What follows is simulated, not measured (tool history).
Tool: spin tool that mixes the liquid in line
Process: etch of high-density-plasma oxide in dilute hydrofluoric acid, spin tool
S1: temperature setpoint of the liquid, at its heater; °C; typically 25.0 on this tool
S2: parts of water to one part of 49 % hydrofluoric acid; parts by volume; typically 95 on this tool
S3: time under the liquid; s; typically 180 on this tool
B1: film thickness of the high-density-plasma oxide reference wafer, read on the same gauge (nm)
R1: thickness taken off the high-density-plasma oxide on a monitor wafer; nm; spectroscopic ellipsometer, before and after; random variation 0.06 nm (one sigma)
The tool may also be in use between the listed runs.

run	day	S1	S2	S3	B1	R1
1	0.000	25.0	130	260	119.99	19.53
2	2.717	25.0	130	260	120.00	19.54
3	7.000	23.0	95	180	120.02	17.81
4	10.579	23.0	95	180	120.00	17.82
5	12.108	25.0	95	180	120.01	19.30
6	16.533	25.0	95	180	120.01	19.35
7	20.883	25.0	95	180	120.00	19.27
8	24.492	21.5	95	180	119.99	16.77
9	27.017	21.5	95	180	120.03	16.72
10	29.500	21.5	95	180	119.99	16.74
# day 30.338: gauge calibrated
11	31.879	25.0	95	180	119.96	19.26
# day 36.017: hydrofluoric acid flow meter replaced
12	43.033	25.0	95	180	120.03	19.14
# day 43.762: thermometer replaced
13	45.175	25.0	95	180	120.01	18.91
14	49.442	25.0	95	160	119.99	16.85
15	52.358	28.5	80	95	120.03	13.86
16	56.425	29.0	95	180	119.97	22.02
# day 57.950: thermometer replaced, repeated, since the last time left the tool worse
17	60.408	25.0	95	180	120.02	19.46
18	62.317	25.0	95	180	119.99	19.59
19	64.217	25.0	55	115	119.99	22.61
20	68.038	27.0	95	80	119.99	9.34
21	71.038	28.5	140	265	120.02	21.07
22	73.904	25.0	55	180	119.99	35.28
23	77.667	25.0	95	180	119.99	19.33
24	81.967	25.0	60	140	120.00	25.17
25	84.721	27.0	60	105	120.01	20.45
# day 86.358: hydrofluoric acid flow meter replaced
26	88.662	20.5	75	115	120.02	13.44
27	90.225	25.0	95	180	119.99	19.37
28	102.517	25.0	95	180	120.00	19.34
29	105.183	28.5	95	180	120.00	22.27
30	107.412	21.0	75	100	119.99	11.87
31	110.788	21.5	115	90	120.00	6.80

Each row is a separate what-if for the run after 31, all from the same tool condition, not one after another. Results?
A	110.808	25.0	60	180	?	?
B	110.808	29.0	120	180	?	?
C	110.808	28.5	50	180	?	?
D	110.808	20.5	60	230	?	?
E	110.808	27.5	95	180	?	?

run	B1	R1
A	120.01	32.17
B	120.01	17.35
C	120.01	45.06
D	120.01	34.13
E	120.01	21.41
With no hidden state in the tool, these same runs would have given:
run	R1
A	32.47
B	17.50
C	45.48
D	34.46
E	21.60
